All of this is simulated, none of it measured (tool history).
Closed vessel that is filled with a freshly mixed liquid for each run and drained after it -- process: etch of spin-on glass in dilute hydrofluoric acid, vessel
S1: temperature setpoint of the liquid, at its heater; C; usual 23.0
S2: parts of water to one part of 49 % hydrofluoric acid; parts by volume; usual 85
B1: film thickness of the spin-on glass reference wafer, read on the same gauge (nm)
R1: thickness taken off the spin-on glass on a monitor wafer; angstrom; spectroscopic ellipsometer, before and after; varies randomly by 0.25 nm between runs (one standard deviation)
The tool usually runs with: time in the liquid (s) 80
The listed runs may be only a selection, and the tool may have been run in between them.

{"run": 1, "hour": 0.0, "S1": 23.0, "S2": 55, "time in the liquid (s)": 80, "B1": 30.0, "R1": 555.5}
{"run": 2, "hour": 18.4, "S1": 25.5, "S2": 85, "time in the liquid (s)": 105, "B1": 30.01, "R1": 501.9}
{"run": 3, "hour": 42.7, "S1": 25.5, "S2": 85, "time in the liquid (s)": 105, "B1": 29.97, "R1": 507.7}
{"run": 4, "hour": 73.0, "S1": 23.0, "S2": 85, "time in the liquid (s)": 60, "B1": 30.0, "R1": 254.2}
{"run": 5, "hour": 90.1, "S1": 23.0, "S2": 85, "time in the liquid (s)": 60, "B1": 29.98, "R1": 259.2}
{"run": 6, "hour": 122.6, "S1": 23.0, "S2": 85, "time in the liquid (s)": 50, "B1": 29.97, "R1": 212.7}
{"run": 7, "hour": 152.9, "S1": 23.0, "S2": 105, "time in the liquid (s)": 80, "B1": 29.99, "R1": 271.2}
{"run": 8, "hour": 166.7, "S1": 23.0, "S2": 105, "time in the liquid (s)": 80, "B1": 30.01, "R1": 267.5}
{"run": 9, "hour": 189.1, "S1": 23.0, "S2": 85, "time in the liquid (s)": 80, "B1": 30.0, "R1": 342.0}
{"hour": 202.7, "done": "thermometer replaced"}
{"run": 10, "hour": 222.2, "S1": 23.0, "S2": 85, "time in the liquid (s)": 80, "B1": 30.0, "R1": 335.8}
{"run": 11, "hour": 241.3, "S1": 23.0, "S2": 85, "time in the liquid (s)": 80, "B1": 30.01, "R1": 335.1}
{"hour": 243.3, "done": "gauge calibrated"}
{"run": 12, "hour": 268.5, "S1": 23.0, "S2": 85, "time in the liquid (s)": 60, "B1": 30.02, "R1": 254.5}
{"hour": 273.5, "done": "hydrofluoric acid flow meter replaced"}
{"run": 13, "hour": 291.2, "S1": 23.0, "S2": 85, "time in the liquid (s)": 80, "B1": 29.99, "R1": 384.8}
{"run": 14, "hour": 317.9, "S1": 23.0, "S2": 70, "time in the liquid (s)": 80, "B1": 29.99, "R1": 474.6}
{"run": 15, "hour": 341.9, "S1": 18.0, "S2": 55, "time in the liquid (s)": 110, "B1": 30.0, "R1": 688.0}
{"run": 16, "hour": 374.6, "S1": 21.0, "S2": 55, "time in the liquid (s)": 35, "B1": 30.03, "R1": 246.4}
{"run": 17, "hour": 400.9, "S1": 21.5, "S2": 70, "time in the liquid (s)": 125, "B1": 29.99, "R1": 692.2}
{"run": 18, "hour": 414.9, "S1": 23.0, "S2": 85, "time in the liquid (s)": 80, "B1": 29.99, "R1": 382.0}
{"run": 19, "hour": 433.2, "S1": 28.0, "S2": 120, "time in the liquid (s)": 95, "B1": 29.98, "R1": 371.6}
{"run": 20, "hour": 462.1, "S1": 20.5, "S2": 85, "time in the liquid (s)": 80, "B1": 30.01, "R1": 340.2}
{"run": 21, "hour": 498.0, "S1": 25.0, "S2": 95, "time in the liquid (s)": 100, "B1": 29.98, "R1": 450.7}
{"run": 22, "hour": 514.5, "S1": 20.0, "S2": 110, "time in the liquid (s)": 65, "B1": 30.02, "R1": 202.6}

Branching from run 22: 5 alternative next runs. What would each branch give?
{"run": "A", "hour": 515.2, "S1": 23.0, "S2": 85, "time in the liquid (s)": 80, "B1": "?", "R1": "?"}
{"run": "B", "hour": 515.2, "S1": 23.0, "S2": 50, "time in the liquid (s)": 80, "B1": "?", "R1": "?"}
{"run": "C", "hour": 515.2, "S1": 26.5, "S2": 85, "time in the liquid (s)": 45, "B1": "?", "R1": "?"}
{"run": "D", "hour": 515.2, "S1": 20.5, "S2": 65, "time in the liquid (s)": 60, "B1": "?", "R1": "?"}
{"run": "E", "hour": 515.2, "S1": 23.0, "S2": 115, "time in the liquid (s)": 80, "B1": "?", "R1": "?"}

run=A B1=29.98 R1=377.1
run=B B1=29.98 R1=670.6
run=C B1=29.98 R1=243.8
run=D B1=29.98 R1=342.1
run=E B1=29.98 R1=268.7
Stripped of hidden state, with their random variation kept, the same runs would have yielded:
run=A R1=387.3
run=B R1=688.2
run=C R1=250.4
run=D R1=351.2
run=E R1=276.2

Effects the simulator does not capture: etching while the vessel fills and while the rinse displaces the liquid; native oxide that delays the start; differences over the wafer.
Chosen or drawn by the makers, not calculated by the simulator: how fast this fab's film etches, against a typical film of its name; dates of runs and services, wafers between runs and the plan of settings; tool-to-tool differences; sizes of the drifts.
